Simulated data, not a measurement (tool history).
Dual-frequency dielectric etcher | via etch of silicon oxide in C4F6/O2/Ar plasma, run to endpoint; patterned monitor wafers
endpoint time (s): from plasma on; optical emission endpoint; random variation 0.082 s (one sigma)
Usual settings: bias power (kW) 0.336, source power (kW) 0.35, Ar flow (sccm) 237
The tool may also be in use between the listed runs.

run    hour  bias power (kW)  source power (kW)  Ar flow (sccm)  incoming incoming film thickness, nm  endpoint time (s)
  1       0            0.336               0.35             237                                  99.4               27.2
  2    63.7            0.336               0.35             237                                  99.5               27.1
  3    91.3            0.336               0.35             237                                  99.1                 27
  4   131.8             0.39               0.39             237                                 100.3                 25
  5     171            0.336               0.35             219                                  99.8               26.9
  6   199.3            0.381               0.35             279                                  99.8               26.4
  7     243            0.336               0.41             237                                  98.7               25.8
      282.7  -- upper electrode replaced
  8   283.2            0.336               0.29             237                                  99.3               28.3
  9   304.8            0.381               0.39             237                                  99.6                 25
 10   358.5            0.336               0.35             237                                  98.8               26.7
 11   402.8            0.255               0.35             237                                  98.4                 29
      465.4  -- wet clean of the chamber
      475.8  -- source power generator calibrated
 12   476.3             0.39               0.39             237                                  99.5                 25
 13   507.5            0.336               0.26             237                                    98               29.2
 14   556.6            0.336               0.35             237                                 100.7               27.6
 15   610.6            0.382               0.42             237                                  99.4               24.6
      750.9  -- Ar flow controller replaced
 16   817.6            0.416               0.31             237                                  98.8               25.7
 17   866.1            0.286               0.41             237                                  99.5               27.3
      904.1  -- bias power generator calibrated
 18   917.2            0.336               0.42             237                                  99.6               25.6
 19   955.3             0.28               0.31             286                                 100.7               30.8
      999.8  -- wet clean of the chamber
 20  1014.9            0.336               0.32             237                                  98.8                 28
 21  1083.4            0.417               0.35             237                                    99               25.2
 22  1132.5            0.336               0.35             237                                   100               27.3

Forecast run 23:
 23  1175.5            0.367               0.29             184                                  98.6                  ?

endpoint time (s): 26.7
Without the tool's hidden state the same run would have given endpoint time (s) 26.7.
